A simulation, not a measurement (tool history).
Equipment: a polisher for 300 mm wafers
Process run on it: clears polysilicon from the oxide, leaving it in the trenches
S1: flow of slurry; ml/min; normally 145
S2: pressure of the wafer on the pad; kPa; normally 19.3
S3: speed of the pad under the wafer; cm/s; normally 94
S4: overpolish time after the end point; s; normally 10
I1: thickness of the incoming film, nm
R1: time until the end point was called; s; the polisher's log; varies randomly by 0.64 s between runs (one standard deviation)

{"run": 1, "hour": 0.0, "S1": 145, "S2": 19.3, "S3": 94, "S4": 10, "I1": 661.9, "R1": 59.6}
{"hour": 6.1, "done": "worn pad replaced by a new one"}
{"run": 2, "hour": 53.0, "S1": 145, "S2": 19.3, "S3": 94, "S4": 10, "I1": 676.0, "R1": 57.1}
{"run": 3, "hour": 124.2, "S1": 145, "S2": 19.3, "S3": 94, "S4": 10, "I1": 669.2, "R1": 59.4}
{"run": 4, "hour": 229.4, "S1": 105, "S2": 19.3, "S3": 94, "S4": 10, "I1": 663.3, "R1": 61.7}
{"hour": 284.9, "done": "worn pad replaced by a new one"}
{"run": 5, "hour": 307.0, "S1": 145, "S2": 19.3, "S3": 94, "S4": 13, "I1": 677.5, "R1": 57.9}
{"run": 6, "hour": 407.9, "S1": 145, "S2": 19.3, "S3": 94, "S4": 13, "I1": 682.5, "R1": 61.5}
{"hour": 412.6, "done": "head pressure recalibrated"}
{"run": 7, "hour": 486.8, "S1": 145, "S2": 19.3, "S3": 94, "S4": 13, "I1": 656.9, "R1": 59.6}
{"hour": 548.1, "done": "worn pad replaced by a new one"}
{"run": 8, "hour": 548.6, "S1": 145, "S2": 19.3, "S3": 106, "S4": 10, "I1": 665.0, "R1": 52.0}
{"run": 9, "hour": 636.8, "S1": 145, "S2": 19.3, "S3": 104, "S4": 10, "I1": 670.5, "R1": 53.4}
{"run": 10, "hour": 691.9, "S1": 145, "S2": 23.4, "S3": 126, "S4": 10, "I1": 678.3, "R1": 38.7}
{"hour": 755.7, "done": "slurry nozzle cleaned"}
{"run": 11, "hour": 764.3, "S1": 145, "S2": 19.3, "S3": 94, "S4": 7, "I1": 662.1, "R1": 59.2}
{"hour": 774.7, "done": "worn pad replaced by a new one"}
{"run": 12, "hour": 812.7, "S1": 145, "S2": 19.3, "S3": 94, "S4": 13, "I1": 660.0, "R1": 56.5}
{"run": 13, "hour": 883.2, "S1": 115, "S2": 17.2, "S3": 72, "S4": 10, "I1": 672.2, "R1": 81.6}
{"run": 14, "hour": 979.1, "S1": 190, "S2": 17.2, "S3": 94, "S4": 7, "I1": 666.7, "R1": 64.6}

Run 15, settings as shown, results not yet in. Your forecast:
{"hour": 1013.4, "done": "worn pad replaced by a new one"}
{"run": 15, "hour": 1052.2, "S1": 105, "S2": 19.3, "S3": 94, "S4": 10, "I1": 675.1, "R1": "?"}

{"run 15": {"R1": 60.8}}
If the tool had no hidden condition, the same run with the same run-to-run variation would have returned R1 60.0 s.
